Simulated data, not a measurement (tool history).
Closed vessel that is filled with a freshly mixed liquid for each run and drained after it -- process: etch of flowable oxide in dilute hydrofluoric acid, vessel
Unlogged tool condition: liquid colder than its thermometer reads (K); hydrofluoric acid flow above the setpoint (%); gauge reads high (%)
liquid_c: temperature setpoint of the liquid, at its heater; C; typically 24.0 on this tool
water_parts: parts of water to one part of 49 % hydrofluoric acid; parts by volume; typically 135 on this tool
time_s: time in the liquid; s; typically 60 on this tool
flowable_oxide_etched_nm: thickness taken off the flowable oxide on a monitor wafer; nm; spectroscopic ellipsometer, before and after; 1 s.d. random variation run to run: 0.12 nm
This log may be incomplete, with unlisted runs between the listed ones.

| run | day | liquid_c | water_parts | time_s | wafers since the last listed run | hours since the thermometer was replaced | hours since the hydrofluoric acid flow meter was replaced | hours since the gauge calibration | read-back film thickness of the flowable oxide reference wafer, read on the same gauge (nm) | flowable_oxide_etched_nm |
|---|---|---|---|---|---|---|---|---|---|---|
| 1 | 0.000 | 24.0 | 135 | 60 | 0 | 1433.8 | 373.3 | 374.5 | 70.00 | 23.05 |
| 2 | 1.950 | 24.0 | 135 | 60 | 4636 | 1480.6 | 420.1 | 421.3 | 69.99 | 23.12 |
|  | 3.583 | hydrofluoric acid flow meter replaced |
| 3 | 5.150 | 24.0 | 135 | 60 | 7509 | 1557.4 | 37.6 | 498.1 | 70.02 | 22.04 |
| 4 | 8.875 | 24.0 | 135 | 60 | 8856 | 1646.8 | 127.0 | 587.5 | 70.01 | 22.24 |
| 5 | 12.838 | 24.0 | 135 | 85 | 9421 | 1741.9 | 222.1 | 682.6 | 69.97 | 31.90 |
| 6 | 16.675 | 24.0 | 135 | 85 | 9123 | 1834.0 | 314.2 | 774.7 | 69.99 | 32.21 |
| 7 | 18.750 | 24.0 | 135 | 85 | 4933 | 1883.8 | 364.0 | 824.5 | 70.02 | 32.27 |
| 8 | 20.529 | 25.5 | 135 | 60 | 4230 | 1926.5 | 406.7 | 867.2 | 70.02 | 24.26 |

Forecast run 9:
|  | 21.088 | hydrofluoric acid flow meter replaced |
| 9 | 23.942 | 24.0 | 135 | 60 | 8014 | 2008.4 | 68.5 | 949.1 | ? | ? |

read-back film thickness of the flowable oxide reference wafer, read on the same gauge (nm): 69.99
flowable_oxide_etched_nm: 21.83 nm
Had the tool carried no hidden state, the very same run would have given flowable_oxide_etched_nm 22.95 nm.

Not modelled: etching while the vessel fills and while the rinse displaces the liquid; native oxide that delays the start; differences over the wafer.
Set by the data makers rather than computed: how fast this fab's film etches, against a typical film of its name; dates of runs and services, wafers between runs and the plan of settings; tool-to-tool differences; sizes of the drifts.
